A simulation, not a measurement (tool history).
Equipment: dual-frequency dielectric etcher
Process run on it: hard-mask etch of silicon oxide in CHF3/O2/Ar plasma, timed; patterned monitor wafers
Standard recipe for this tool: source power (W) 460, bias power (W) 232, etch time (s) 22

run	hour	source power (W)	bias power (W)	etch time (s)	wafers since the last listed run	hours since the last wet clean	hours since the last source power generator calibration	hours since the last bias power generator calibration	hours since the last upper electrode change	hours since the gauge calibration	read-back reference wafer on the same gauge, depth_nm	mean etch depth across the wafer (nm)
1	0	460	232	20	0	281.5	4523	5071.3	2835.2	397.1	48.22	41.42
2	8.1	460	232	20	77	289.6	4531.1	5079.4	2843.3	405.2	48.35	41.25
3	16.8	460	232	20	82	298.3	4539.8	5088.1	2852	413.9	48.24	42.2
4	28.1	460	232	22	107	309.6	4551.1	5099.4	2863.3	425.2	48.47	45.92
5	37.4	460	232	22	88	318.9	4560.4	5108.7	2872.6	434.5	48.33	46.55
# hour 60.4: source power generator calibrated
6	66	460	232	22	234	347.5	5.6	5137.3	2901.2	463.1	48.29	45.7
7	79.8	460	232	22	131	361.3	19.4	5151.1	2915	476.9	48.29	46.26
8	96.6	460	232	22	160	378.1	36.2	5167.9	2931.8	493.7	48.36	46.15
9	108.7	460	232	22	115	390.2	48.3	5180	2943.9	505.8	48.21	45.71
# hour 115.9: gauge calibrated
# hour 136.6: upper electrode replaced, of another model than before
10	137.1	460	258	24.5	41	418.6	76.7	5208.4	0.5	21.2	48.29	54.71
11	137.4	460	253	22	2	418.9	77	5208.7	0.8	21.5	48.22	49.05
12	139.3	460	232	20	18	420.8	78.9	5210.6	2.7	23.4	48.26	41.75
# hour 169.3: bias power generator calibrated
13	170.5	460	232	22	259	452	110.1	1.2	33.9	54.6	48.31	45.74
14	189.6	460	269	22	181	471.1	129.2	20.3	53	73.7	48.25	51.64
15	196.4	460	264	16.5	64	477.9	136	27.1	59.8	80.5	48.2	37.9
16	213.3	400	232	24.5	160	494.8	152.9	44	76.7	97.4	48.33	50.93
# hour 242.7: wet clean of the chamber
17	243.2	410	175	22	56	0.5	182.8	73.9	106.6	127.3	48.25	35.56
18	243.5	530	273	22	2	0.8	183.1	74.2	106.9	127.6	48.22	51.39
19	250.3	460	232	22	64	7.6	189.9	81	113.7	134.4	48.35	44.73
20	258.7	460	232	19	80	16	198.3	89.4	122.1	142.8	48.34	38.59
21	268.8	380	254	24.5	96	26.1	208.4	99.5	132.2	152.9	48.36	50.01
22	284.6	460	232	22	150	41.9	224.2	115.3	148	168.7	48.3	44.58
23	296.1	460	232	22	109	53.4	235.7	126.8	159.5	180.2	48.3	44.49
24	309.8	550	217	25	130	67.1	249.4	140.5	173.2	193.9	48.24	51.01
25	326.7	520	232	22	160	84	266.3	157.4	190.1	210.8	48.21	46.44
26	336.1	350	195	20	89	93.4	275.7	166.8	199.5	220.2	48.4	33.73
27	348.5	460	252	16	118	105.8	288.1	179.2	211.9	232.6	48.34	33.95
28	363.6	360	232	22	143	120.9	303.2	194.3	227	247.7	48.31	42.3
29	378.3	460	232	22	140	135.6	317.9	209	241.7	262.4	48.3	45.39
30	413.2	390	270	22	332	170.5	352.8	243.9	276.6	297.3	48.36	48.27

Each row is a separate what-if for the run after 30, all from the same tool condition, not one after another. Results?
A	413.6	370	232	22	3	170.9	353.2	244.3	277	297.7	?	?
B	413.6	460	176	22	3	170.9	353.2	244.3	277	297.7	?	?
C	413.6	510	232	24	3	170.9	353.2	244.3	277	297.7	?	?
D	413.6	550	232	26	3	170.9	353.2	244.3	277	297.7	?	?

run	read-back reference wafer on the same gauge, depth_nm	mean etch depth across the wafer (nm)
A	48.3	42.61
B	48.3	36.85
C	48.3	50.19
D	48.3	55.44
Take away the tool's hidden state, keep each run's random variation, and the runs would have read:
run	mean etch depth across the wafer (nm)
A	42.11
B	36.42
C	49.61
D	54.79
